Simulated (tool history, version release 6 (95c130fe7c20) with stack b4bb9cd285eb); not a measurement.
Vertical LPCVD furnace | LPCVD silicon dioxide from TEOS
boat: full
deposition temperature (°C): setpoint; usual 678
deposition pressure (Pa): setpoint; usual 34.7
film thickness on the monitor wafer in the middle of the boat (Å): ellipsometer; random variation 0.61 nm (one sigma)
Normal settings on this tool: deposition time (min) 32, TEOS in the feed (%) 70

run	hour	deposition temperature (°C)	deposition pressure (Pa)	deposition time (min)	TEOS in the feed (%)	read-back reference wafer on the same gauge, thickness	film thickness on the monitor wafer in the middle of the boat (Å)
1	0	678	34.7	32	70	133.88	1295
2	78.8	678	34.7	32	70	133.99	1289.6
3	173.5	678	34.7	38	73	133.86	1542.5
4	221.3	678	34.7	38	73	133.74	1554.5
5	260.1	678	34.7	38	73	134.01	1555.8
6	346.1	678	34.7	32	70	133.71	1296.3
7	440.2	678	34.7	32	79	134.12	1381.3
8	541.4	678	34.7	32	79	134.28	1383.5
9	594.7	678	34.7	32	70	133.92	1292.5
10	689	678	34.7	32	70	134.3	1295.3
# hour 707.8: gauge calibrated
# hour 743.9: pressure gauge zeroed
11	744.4	678	34.7	32	70	133.88	1311
12	770.1	675	28	35.5	79	134.16	1284.7
13	809.7	675	42.7	22	60	134.27	859.5
14	862.2	678	34.7	32	70	133.95	1304.5
15	935.4	684	41.3	38	70	134.33	1956.9
# hour 997.5: thermocouples replaced and temperature profile calibrated
# hour 1014.1: TEOS flow controller replaced
16	1016.1	678	28.7	32	70	133.95	1079.5
17	1075.6	669	43.3	32	70	133.69	1070.9
18	1161.3	674	34.7	44.5	70	134.01	1503.9
19	1214.9	678	30.7	32	70	134.29	1127.8
20	1280.4	678	28.7	27	61	133.76	853.6
21	1377.6	674	29.3	19.5	74	133.81	633.8

Results for each run, recomputed without the tool's hidden state and with each run's random variation untouched:
The hidden state here: true tube temperature minus thermocouple reading, K; true pressure minus gauge reading, mTorr; deviation of the TEOS flow from its setpoint, %; gauge reads high (%).
run	film thickness on the monitor wafer in the middle of the boat (Å)
1	1198.9
2	1191.7
3	1422.4
4	1431.9
5	1431.8
6	1190.6
7	1266
8	1265.1
9	1180.5
10	1180.5
11	1193.3
12	1167.9
13	780.7
14	1184.2
15	1775.7
16	1074.8
17	1064.6
18	1492.2
19	1117.7
20	844.7
21	625.7

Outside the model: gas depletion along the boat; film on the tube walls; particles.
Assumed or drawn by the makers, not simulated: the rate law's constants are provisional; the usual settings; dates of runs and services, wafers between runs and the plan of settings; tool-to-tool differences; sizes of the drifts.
